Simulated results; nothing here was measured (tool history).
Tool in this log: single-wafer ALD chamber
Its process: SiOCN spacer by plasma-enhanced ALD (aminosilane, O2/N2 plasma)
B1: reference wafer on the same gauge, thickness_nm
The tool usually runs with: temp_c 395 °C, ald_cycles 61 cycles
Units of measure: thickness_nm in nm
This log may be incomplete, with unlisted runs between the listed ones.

{"run": 1, "hour": 0.0, "temp_c": 395, "ald_cycles": 61, "B1": 3.215, "thickness_nm": 3.632}
{"run": 2, "hour": 79.9, "temp_c": 399, "ald_cycles": 68, "B1": 3.216, "thickness_nm": 4.083}
{"run": 3, "hour": 156.3, "temp_c": 395, "ald_cycles": 61, "B1": 3.217, "thickness_nm": 3.653}
{"run": 4, "hour": 209.5, "temp_c": 395, "ald_cycles": 57, "B1": 3.216, "thickness_nm": 3.418}
{"run": 5, "hour": 297.7, "temp_c": 395, "ald_cycles": 57, "B1": 3.217, "thickness_nm": 3.428}
{"run": 6, "hour": 405.0, "temp_c": 395, "ald_cycles": 52, "B1": 3.222, "thickness_nm": 3.131}
{"run": 7, "hour": 482.0, "temp_c": 395, "ald_cycles": 52, "B1": 3.225, "thickness_nm": 3.117}
{"run": 8, "hour": 533.5, "temp_c": 395, "ald_cycles": 52, "B1": 3.219, "thickness_nm": 3.114}
{"run": 9, "hour": 630.3, "temp_c": 395, "ald_cycles": 61, "B1": 3.223, "thickness_nm": 3.674}
{"run": 10, "hour": 668.0, "temp_c": 395, "ald_cycles": 53, "B1": 3.225, "thickness_nm": 3.185}
{"run": 11, "hour": 732.2, "temp_c": 395, "ald_cycles": 53, "B1": 3.221, "thickness_nm": 3.166}
{"hour": 792.8, "done": "gauge calibrated"}
{"hour": 807.7, "done": "thermocouple changed; heater temperature recalibrated"}
{"run": 12, "hour": 808.2, "temp_c": 395, "ald_cycles": 53, "B1": 3.165, "thickness_nm": 3.116}
{"run": 13, "hour": 859.3, "temp_c": 395, "ald_cycles": 61, "B1": 3.17, "thickness_nm": 3.608}
{"run": 14, "hour": 905.8, "temp_c": 395, "ald_cycles": 61, "B1": 3.18, "thickness_nm": 3.601}
{"run": 15, "hour": 963.0, "temp_c": 395, "ald_cycles": 61, "B1": 3.185, "thickness_nm": 3.604}
{"run": 16, "hour": 1068.9, "temp_c": 395, "ald_cycles": 61, "B1": 3.196, "thickness_nm": 3.628}
{"run": 17, "hour": 1129.1, "temp_c": 399, "ald_cycles": 68, "B1": 3.201, "thickness_nm": 4.061}
{"run": 18, "hour": 1418.1, "temp_c": 403, "ald_cycles": 61, "B1": 3.224, "thickness_nm": 3.628}
{"run": 19, "hour": 1509.4, "temp_c": 403, "ald_cycles": 50, "B1": 3.224, "thickness_nm": 2.965}
{"run": 20, "hour": 1560.5, "temp_c": 395, "ald_cycles": 50, "B1": 3.228, "thickness_nm": 2.995}
{"run": 21, "hour": 1662.7, "temp_c": 384, "ald_cycles": 71, "B1": 3.231, "thickness_nm": 4.27}
{"run": 22, "hour": 1704.1, "temp_c": 404, "ald_cycles": 50, "B1": 3.231, "thickness_nm": 2.974}
{"run": 23, "hour": 1744.4, "temp_c": 406, "ald_cycles": 61, "B1": 3.234, "thickness_nm": 3.609}
{"run": 24, "hour": 1780.8, "temp_c": 387, "ald_cycles": 50, "B1": 3.235, "thickness_nm": 3.025}
{"run": 25, "hour": 1950.0, "temp_c": 381, "ald_cycles": 67, "B1": 3.235, "thickness_nm": 4.051}
{"run": 26, "hour": 2019.9, "temp_c": 395, "ald_cycles": 61, "B1": 3.241, "thickness_nm": 3.68}
{"run": 27, "hour": 2091.8, "temp_c": 383, "ald_cycles": 49, "B1": 3.237, "thickness_nm": 2.943}
{"run": 28, "hour": 2147.5, "temp_c": 386, "ald_cycles": 56, "B1": 3.238, "thickness_nm": 3.38}
{"run": 29, "hour": 2190.3, "temp_c": 395, "ald_cycles": 70, "B1": 3.238, "thickness_nm": 4.223}

Forecast each of these 3 alternatives for the next run:
{"run": "A", "hour": 2190.8, "temp_c": 389, "ald_cycles": 61, "B1": "?", "thickness_nm": "?"}
{"run": "B", "hour": 2190.8, "temp_c": 388, "ald_cycles": 70, "B1": "?", "thickness_nm": "?"}
{"run": "C", "hour": 2190.8, "temp_c": 406, "ald_cycles": 57, "B1": "?", "thickness_nm": "?"}

run=A B1=3.239 thickness_nm=3.676
run=B B1=3.239 thickness_nm=4.218
run=C B1=3.239 thickness_nm=3.386
Stripped of hidden state, with their random variation kept, the same runs would have yielded:
run=A thickness_nm=3.574
run=B thickness_nm=4.102
run=C thickness_nm=3.292

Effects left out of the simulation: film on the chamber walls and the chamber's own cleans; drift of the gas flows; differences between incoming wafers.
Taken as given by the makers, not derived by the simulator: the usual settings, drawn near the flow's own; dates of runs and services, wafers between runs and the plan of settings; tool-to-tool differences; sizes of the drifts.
